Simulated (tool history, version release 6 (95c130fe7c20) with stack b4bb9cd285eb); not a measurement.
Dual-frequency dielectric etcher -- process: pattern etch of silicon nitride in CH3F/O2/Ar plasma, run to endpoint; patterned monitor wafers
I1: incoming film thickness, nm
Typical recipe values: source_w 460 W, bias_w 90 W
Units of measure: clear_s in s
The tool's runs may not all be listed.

run 1 hour=0.0 | source_w=460 bias_w=90 | I1=40.16 | clear_s=54.1
run 2 hour=49.4 | source_w=460 bias_w=90 | I1=39.98 | clear_s=54.8
run 3 hour=77.9 | source_w=460 bias_w=90 | I1=40.00 | clear_s=53.9
run 4 hour=133.8 | source_w=460 bias_w=84 | I1=40.17 | clear_s=56.8
run 5 hour=172.8 | source_w=460 bias_w=84 | I1=40.03 | clear_s=57.2
-- hour=253.6 wet clean of the chamber
run 6 hour=254.1 | source_w=460 bias_w=90 | I1=39.95 | clear_s=53.7
run 7 hour=297.8 | source_w=460 bias_w=90 | I1=39.77 | clear_s=53.0
run 8 hour=334.6 | source_w=460 bias_w=90 | I1=39.58 | clear_s=53.6
-- hour=346.5 source power generator calibrated
-- hour=394.5 bias power generator calibrated
run 9 hour=395.0 | source_w=370 bias_w=90 | I1=40.40 | clear_s=60.6
run 10 hour=461.5 | source_w=460 bias_w=90 | I1=40.08 | clear_s=54.4
-- hour=531.1 upper electrode replaced, of another model than before
run 11 hour=531.6 | source_w=460 bias_w=90 | I1=40.04 | clear_s=55.7
run 12 hour=558.4 | source_w=460 bias_w=80 | I1=39.99 | clear_s=56.1
run 13 hour=615.3 | source_w=460 bias_w=90 | I1=40.02 | clear_s=56.4
run 14 hour=668.8 | source_w=380 bias_w=79 | I1=40.12 | clear_s=60.1
run 15 hour=736.7 | source_w=540 bias_w=70 | I1=39.73 | clear_s=56.0
-- hour=771.7 wet clean of the chamber
run 16 hour=867.7 | source_w=350 bias_w=70 | I1=39.47 | clear_s=60.2
run 17 hour=907.6 | source_w=530 bias_w=100 | I1=39.85 | clear_s=50.6
run 18 hour=943.7 | source_w=370 bias_w=84 | I1=40.13 | clear_s=58.9
run 19 hour=979.9 | source_w=460 bias_w=84 | I1=39.81 | clear_s=55.0

Predict each of these 5 candidate next runs independently; none follows another, all start after run 19:
run A hour=980.3 | source_w=340 bias_w=90 | I1=40.00 | clear_s=?
run B hour=980.3 | source_w=390 bias_w=109 | I1=40.00 | clear_s=?
run C hour=980.3 | source_w=540 bias_w=82 | I1=40.00 | clear_s=?
run D hour=980.3 | source_w=460 bias_w=78 | I1=40.00 | clear_s=?
run E hour=980.3 | source_w=360 bias_w=109 | I1=40.00 | clear_s=?

run=A clear_s=60.1
run=B clear_s=55.7
run=C clear_s=52.9
run=D clear_s=56.2
run=E clear_s=57.0
Without the tool's hidden state the same runs would have given:
run=A clear_s=58.7
run=B clear_s=54.4
run=C clear_s=51.7
run=D clear_s=54.8
run=E clear_s=55.7

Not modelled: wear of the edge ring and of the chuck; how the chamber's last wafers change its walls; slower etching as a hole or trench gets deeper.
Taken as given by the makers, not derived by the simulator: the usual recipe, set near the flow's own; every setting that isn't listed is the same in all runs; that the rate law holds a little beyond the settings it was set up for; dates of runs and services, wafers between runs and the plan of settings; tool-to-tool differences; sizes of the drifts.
